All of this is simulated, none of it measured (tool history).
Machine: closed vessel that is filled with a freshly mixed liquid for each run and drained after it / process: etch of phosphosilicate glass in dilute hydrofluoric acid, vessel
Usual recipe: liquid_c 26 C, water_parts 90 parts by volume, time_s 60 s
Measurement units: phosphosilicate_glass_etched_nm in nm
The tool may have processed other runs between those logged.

| run | hour | liquid_c | water_parts | time_s | read-back film thickness of the phosphosilicate glass reference wafer, read on the same gauge (nm) | phosphosilicate_glass_etched_nm |
|---|---|---|---|---|---|---|
| 1 | 0 | 26 | 110 | 60 | 130 | 88.26 |
| 2 | 24 | 26 | 110 | 60 | 129.99 | 88.32 |
| 3 | 59.4 | 22.5 | 90 | 60 | 130 | 96.49 |
| 4 | 93 | 22.5 | 90 | 60 | 130.02 | 96.39 |
| 5 | 118.6 | 22.5 | 90 | 60 | 130 | 96.01 |
| 6 | 135.1 | 26 | 90 | 60 | 129.99 | 112.07 |
| 7 | 168.1 | 26 | 90 | 60 | 129.98 | 113.1 |
| 8 | 199.1 | 26 | 90 | 60 | 129.99 | 111.17 |
|  | 206.5 | thermometer replaced |
| 9 | 263.6 | 26 | 90 | 45 | 130.01 | 83.19 |
| 10 | 281.6 | 26 | 90 | 45 | 130 | 83.15 |
|  | 290.8 | hydrofluoric acid flow meter replaced |
| 11 | 301.6 | 26 | 90 | 45 | 130 | 73 |
| 12 | 331.3 | 26 | 90 | 60 | 130.01 | 96.76 |
| 13 | 366.2 | 26 | 90 | 60 | 130.01 | 96.63 |
| 14 | 386.6 | 26 | 90 | 60 | 130 | 96.58 |
| 15 | 405.8 | 26 | 130 | 50 | 130.01 | 54.05 |
| 16 | 432.3 | 26 | 90 | 60 | 129.98 | 98.55 |
| 17 | 451.1 | 24 | 105 | 75 | 130 | 95.31 |
| 18 | 463.4 | 21.5 | 105 | 90 | 130.01 | 102.76 |
| 19 | 479.1 | 29.5 | 90 | 60 | 129.99 | 112.62 |
|  | 482.6 | gauge calibrated |
| 20 | 503.6 | 23.5 | 90 | 35 | 129.99 | 51.7 |
| 21 | 521.2 | 26 | 90 | 95 | 130.01 | 155.88 |
| 22 | 535 | 26 | 115 | 60 | 129.98 | 75.44 |
| 23 | 562.4 | 27.5 | 45 | 40 | 129.98 | 147.78 |
| 24 | 578.4 | 26 | 90 | 60 | 129.99 | 100.11 |

The next listed run, before its measurement:
| 25 | 590.8 | 26 | 90 | 60 | ? | ? |

{"run 25": {"read-back film thickness of the phosphosilicate glass reference wafer, read on the same gauge (nm)": 130, "phosphosilicate_glass_etched_nm": 100.1}}
Without the tool's hidden state the same run would have given phosphosilicate_glass_etched_nm 97.36 nm.
